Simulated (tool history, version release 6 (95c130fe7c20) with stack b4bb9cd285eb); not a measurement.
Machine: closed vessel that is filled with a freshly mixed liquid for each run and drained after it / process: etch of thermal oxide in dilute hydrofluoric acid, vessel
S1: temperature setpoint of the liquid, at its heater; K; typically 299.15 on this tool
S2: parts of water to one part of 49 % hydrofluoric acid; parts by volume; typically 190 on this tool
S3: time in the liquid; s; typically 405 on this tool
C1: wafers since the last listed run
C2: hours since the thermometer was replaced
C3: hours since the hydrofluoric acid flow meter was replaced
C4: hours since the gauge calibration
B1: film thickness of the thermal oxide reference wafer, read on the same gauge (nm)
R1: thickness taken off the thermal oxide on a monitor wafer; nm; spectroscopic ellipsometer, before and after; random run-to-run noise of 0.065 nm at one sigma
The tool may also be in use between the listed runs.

Run 1, hour 0.0: usual settings; C1 0; C2 58.5; C3 1198.0; C4 529.7; B1 100.01. Result: R1 9.42 nm.
Run 2, hour 129.6: usual settings; C1 7282; C2 188.1; C3 1327.6; C4 659.3; B1 100.00. Result: R1 9.35 nm.
Run 3, hour 223.6: usual settings but S3 280 s; C1 5281; C2 282.1; C3 1421.6; C4 753.3; B1 100.00. Result: R1 6.28 nm.
Run 4, hour 303.0: usual settings but S3 280 s; C1 4461; C2 361.5; C3 1501.0; C4 832.7; B1 100.03. Result: R1 6.36 nm.
Run 5, hour 401.9: usual settings; C1 5557; C2 460.4; C3 1599.9; C4 931.6; B1 100.01. Result: R1 9.15 nm.
Run 6, hour 439.6: usual settings; C1 2118; C2 498.1; C3 1637.6; C4 969.3; B1 100.00. Result: R1 9.11 nm.
At hour 489.4: hydrofluoric acid flow meter replaced.
Run 7, hour 490.6: usual settings; C1 2809; C2 549.1; C3 1.2; C4 1020.3; B1 100.01. Result: R1 8.98 nm.
At hour 552.0: thermometer replaced.
Run 8, hour 682.5: usual settings but S1 297.15 K, S3 525 s; C1 10726; C2 130.5; C3 193.1; C4 1212.2; B1 99.99. Result: R1 11.13 nm.
Run 9, hour 735.1: usual settings; C1 2955; C2 183.1; C3 245.7; C4 1264.8; B1 99.99. Result: R1 9.26 nm.
At hour 744.2: gauge calibrated.
Run 10, hour 806.6: usual settings; C1 4017; C2 254.6; C3 317.2; C4 62.4; B1 99.97. Result: R1 9.25 nm.
Run 11, hour 906.6: usual settings but S1 296.15 K, S2 235 parts by volume, S3 320 s; C1 5618; C2 354.6; C3 417.2; C4 162.4; B1 100.01. Result: R1 5.03 nm.
Run 12, hour 970.1: usual settings but S2 125 parts by volume; C1 3568; C2 418.1; C3 480.7; C4 225.9; B1 100.00. Result: R1 14.93 nm.
Run 13, hour 1021.6: usual settings but S2 250 parts by volume, S3 490 s; C1 2893; C2 469.6; C3 532.2; C4 277.4; B1 100.01. Result: R1 7.81 nm.
Run 14, hour 1063.8: usual settings but S1 295.65 K, S2 285 parts by volume, S3 640 s; C1 2371; C2 511.8; C3 574.4; C4 319.6; B1 99.98. Result: R1 7.64 nm.
Run 15, hour 1111.4: usual settings; C1 2674; C2 559.4; C3 622.0; C4 367.2; B1 100.00. Result: R1 8.88 nm.
At hour 1120.0: thermometer replaced.
Run 16, hour 1199.0: usual settings; C1 4866; C2 79.0; C3 709.6; C4 454.8; B1 100.00. Result: R1 9.39 nm.
Run 17, hour 1284.3: usual settings but S2 220 parts by volume; C1 4792; C2 164.3; C3 794.9; C4 540.1; B1 99.99. Result: R1 7.78 nm.
Run 18, hour 1352.4: usual settings but S3 585 s; C1 3826; C2 232.4; C3 863.0; C4 608.2; B1 99.99. Result: R1 13.32 nm.
Run 19, hour 1399.1: usual settings but S1 297.65 K, S2 100 parts by volume, S3 465 s; C1 2624; C2 279.1; C3 909.7; C4 654.9; B1 100.00. Result: R1 21.01 nm.
Run 20, hour 1436.0: usual settings; C1 2073; C2 316.0; C3 946.6; C4 691.8; B1 100.01. Result: R1 9.14 nm.

Entry by entry between the runs, the difference in hidden state between the last listed run before and the first listed run after:
Between runs 6 and 7: hydrofluoric acid flow meter replaced (hour 489.4)
  liquid colder than its thermometer reads (K): 1.2 -> 1.32
  measured minus no-state result, R1: -0.41 -> -0.44 nm
Between runs 7 and 8: thermometer replaced (hour 552.0)
  liquid colder than its thermometer reads (K): 1.32 -> 0.392
  measured minus no-state result, R1: -0.44 -> -0.16 nm
Between runs 9 and 10: gauge calibrated (hour 744.2)
  liquid colder than its thermometer reads (K): 0.512 -> 0.674
  measured minus no-state result, R1: -0.17 -> -0.23 nm
Between runs 15 and 16: thermometer replaced (hour 1120.0)
  liquid colder than its thermometer reads (K): 1.36 -> 0.181
  measured minus no-state result, R1: -0.45 -> -0.06 nm
